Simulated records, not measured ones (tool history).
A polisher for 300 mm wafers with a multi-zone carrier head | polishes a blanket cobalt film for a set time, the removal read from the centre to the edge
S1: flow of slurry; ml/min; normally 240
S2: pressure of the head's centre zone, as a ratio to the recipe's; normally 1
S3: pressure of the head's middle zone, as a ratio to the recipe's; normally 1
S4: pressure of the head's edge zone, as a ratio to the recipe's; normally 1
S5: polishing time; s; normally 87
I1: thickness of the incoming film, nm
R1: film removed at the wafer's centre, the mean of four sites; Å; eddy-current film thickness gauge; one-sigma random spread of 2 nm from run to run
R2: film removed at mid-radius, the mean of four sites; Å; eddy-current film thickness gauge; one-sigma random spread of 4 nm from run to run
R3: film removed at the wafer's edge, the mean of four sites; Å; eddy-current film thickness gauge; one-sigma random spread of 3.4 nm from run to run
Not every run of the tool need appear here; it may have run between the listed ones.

run	hour	S1	S2	S3	S4	S5	I1	R1	R2	R3
1	0	200	0.95	1.06	1.12	87	1572.9	2706	2896	2991
2	21.1	240	0.93	1.05	1	105	1562.9	3279	3651	3532
3	36	240	1	1	1	87	1581	2950	2895	2906
4	51.2	185	1	1	1	71	1574.7	2243	2193	2299
# hour 68: edge zone pressure recalibrated
5	68.9	240	1	1	1	87	1553.4	2975	2821	2939
6	76.8	240	1	1	1	87	1573.4	2949	2844	2869
7	92.1	220	1	1	1	87	1560	2914	2717	2894
8	98.9	240	1	1	1	87	1555.2	2970	2766	2855
9	107.1	240	0.92	1	0.91	87	1557.4	2694	2859	2797
# hour 118.1: worn pad replaced by a new one
10	123.2	240	1	1	0.93	87	1575.4	2963	2825	2836

What does the tool deliver on the next run?
11	131.6	240	1	1	1	87	1575.1	?	?	?

R1: 2960 Å
R2: 2841 Å
R3: 2902 Å
With the hidden condition absent and the run-to-run variation left alone, this run would have shown R1 3011 Å, R2 3001 Å, R3 3021 Å.

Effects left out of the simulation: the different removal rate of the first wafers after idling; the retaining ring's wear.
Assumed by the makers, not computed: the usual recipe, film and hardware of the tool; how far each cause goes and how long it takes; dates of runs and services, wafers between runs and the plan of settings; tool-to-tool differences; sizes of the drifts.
